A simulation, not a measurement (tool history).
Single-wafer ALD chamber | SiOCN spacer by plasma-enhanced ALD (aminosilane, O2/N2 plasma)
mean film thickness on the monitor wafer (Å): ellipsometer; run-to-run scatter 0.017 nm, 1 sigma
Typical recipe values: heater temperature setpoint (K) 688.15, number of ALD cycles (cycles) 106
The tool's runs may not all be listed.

run    hour  heater temperature setpoint (K)  number of ALD cycles (cycles)  wafers since the last listed run  hours since the last thermocouple change  hours since the gauge calibration  read-back reference wafer on the same gauge, thickness_nm  mean film thickness on the monitor wafer (Å)
  1       0                           688.15                            106                                 0                                     112.1                               15.7                                                      5.166                                         62.28
  2    53.9                           688.15                            106                               177                                       166                               69.6                                                      5.176                                         62.79
  3   134.7                           688.15                             92                               266                                     246.8                              150.4                                                      5.192                                         54.31
  4   252.5                           688.15                             92                               388                                     364.6                              268.2                                                      5.208                                         54.53
  5   313.4                           688.15                             92                               200                                     425.5                              329.1                                                      5.217                                         54.74
  6   377.7                           688.15                            106                               211                                     489.8                              393.4                                                      5.215                                         63.02
  7   434.2                           692.15                            106                               186                                     546.3                              449.9                                                       5.22                                         62.35
  8   490.7                           688.15                            113                               186                                     602.8                              506.4                                                      5.223                                         67.06
  9   541.8                           688.15                            113                               168                                     653.9                              557.5                                                      5.226                                          67.5
 10     608                           688.15                            113                               218                                     720.1                              623.7                                                       5.23                                         67.39
 11   645.9                           688.15                            106                               124                                       758                              661.6                                                       5.23                                          63.3
 12   680.9                           678.15                            100                               115                                       793                              696.6                                                      5.228                                          61.8
 13   721.1                           683.15                            114                               132                                     833.2                              736.8                                                      5.233                                         69.03
      751.5  -- gauge calibrated
 14   763.8                           680.15                             98                               140                                     875.9                               12.3                                                      5.167                                         59.12
 15   797.8                           679.15                             93                               112                                     909.9                               46.3                                                      5.177                                         56.71
 16   826.2                           688.15                            106                                93                                     938.3                               74.7                                                      5.182                                         62.59
 17     852                           681.15                            114                                84                                     964.1                              100.5                                                      5.185                                         69.01
 18   909.8                           688.15                             98                               190                                    1021.9                              158.3                                                      5.199                                         57.99
     1073.1  -- thermocouple changed; heater temperature recalibrated
 19  1121.4                           698.15                             93                               670                                      48.3                              369.9                                                      5.221                                         53.27
 20  1246.9                           679.15                             93                               413                                     173.8                              495.4                                                      5.228                                         57.28
 21  1280.3                           678.15                             88                               110                                     207.2                              528.8                                                      5.231                                          54.4
 22  1309.1                           673.15                             91                                94                                       236                              557.6                                                       5.23                                         56.83
 23    1377                           701.15                             99                               223                                     303.9                              625.5                                                      5.236                                         56.19

3 options for the next run, each taken on its own from the tool as it stands now. Forecast them:
  A  1377.6                           680.15                            106                                 1                                     304.5                              626.1                                                          ?                                             ?
  B  1377.6                           698.15                            115                                 1                                     304.5                              626.1                                                          ?                                             ?
  C  1377.6                           702.15                            111                                 1                                     304.5                              626.1                                                          ?                                             ?

run  read-back reference wafer on the same gauge, thickness_nm  mean film thickness on the monitor wafer (Å)
  A                                                      5.232                                         65.19
  B                                                      5.232                                         66.29
  C                                                      5.232                                         63.04
The same runs, with their run-to-run variation unchanged, on a tool lacking any hidden condition would have given:
run  mean film thickness on the monitor wafer (Å)
  A                                          64.4
  B                                         65.49
  C                                         62.28

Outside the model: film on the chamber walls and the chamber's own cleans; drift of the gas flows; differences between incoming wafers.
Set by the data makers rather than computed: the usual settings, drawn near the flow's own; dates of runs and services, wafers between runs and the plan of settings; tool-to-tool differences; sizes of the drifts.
